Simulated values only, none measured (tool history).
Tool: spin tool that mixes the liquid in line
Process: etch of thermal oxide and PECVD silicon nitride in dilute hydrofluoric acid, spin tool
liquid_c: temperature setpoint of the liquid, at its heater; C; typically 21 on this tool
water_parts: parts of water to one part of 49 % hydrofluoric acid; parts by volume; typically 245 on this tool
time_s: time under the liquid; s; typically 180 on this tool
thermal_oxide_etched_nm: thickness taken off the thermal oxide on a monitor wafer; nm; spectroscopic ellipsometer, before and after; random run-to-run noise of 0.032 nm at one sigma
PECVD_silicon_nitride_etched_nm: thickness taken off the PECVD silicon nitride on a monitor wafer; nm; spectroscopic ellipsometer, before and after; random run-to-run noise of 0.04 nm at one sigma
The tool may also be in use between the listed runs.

run	day	liquid_c	water_parts	time_s	read-back film thickness of the thermal oxide reference wafer, read on the same gauge (nm)	read-back film thickness of the PECVD silicon nitride reference wafer, read on the same gauge (nm)	thermal_oxide_etched_nm	PECVD_silicon_nitride_etched_nm
1	0	21	245	180	133.214	114.189	2.661	3.412
2	4.092	21	245	180	132.87	113.926	2.755	3.375
3	5.712	21	245	180	132.798	113.818	2.731	3.394
# day 16: thermometer replaced
4	16.3	21	245	180	132.29	113.394	2.691	3.396
# day 18.238: gauge calibrated
5	20.433	21	245	180	137.136	117.487	2.786	3.549
6	23.546	21	245	180	135.993	116.574	2.784	3.46
7	27.862	21	245	180	134.779	115.503	2.707	3.437
# day 35.208: hydrofluoric acid flow meter replaced
8	36.608	21	245	180	132.933	113.954	2.723	3.417
9	38.15	21	345	250	132.71	113.746	2.454	3.376
10	40.246	21	245	180	132.416	113.466	2.759	3.394
11	42.967	17.5	295	180	132.038	113.186	1.859	2.251
12	45.112	17	190	70	131.845	112.985	1.224	1.303
13	49.221	25	305	90	131.375	112.629	1.148	1.738
14	51.004	17	315	130	131.253	112.525	1.203	1.466
15	52.55	21	195	285	131.171	112.411	5.506	6.476

What if the next run were any one of these 4? Each begins from the tool's condition after run 15:
A	52.571	19.5	245	180	?	?	?	?
B	52.571	21	245	235	?	?	?	?
C	52.571	18	190	180	?	?	?	?
D	52.571	22.5	130	135	?	?	?	?

run	read-back film thickness of the thermal oxide reference wafer, read on the same gauge (nm)	read-back film thickness of the PECVD silicon nitride reference wafer, read on the same gauge (nm)	thermal_oxide_etched_nm	PECVD_silicon_nitride_etched_nm
A	131.118	112.415	2.515	3.054
B	131.118	112.415	3.473	4.392
C	131.118	112.415	3.222	3.535
D	131.118	112.415	4.488	5.175
With the hidden condition removed and each run's random variation left untouched, the same runs would have given:
run	thermal_oxide_etched_nm	PECVD_silicon_nitride_etched_nm
A	2.685	3.26
B	3.708	4.688
C	3.439	3.773
D	4.791	5.524
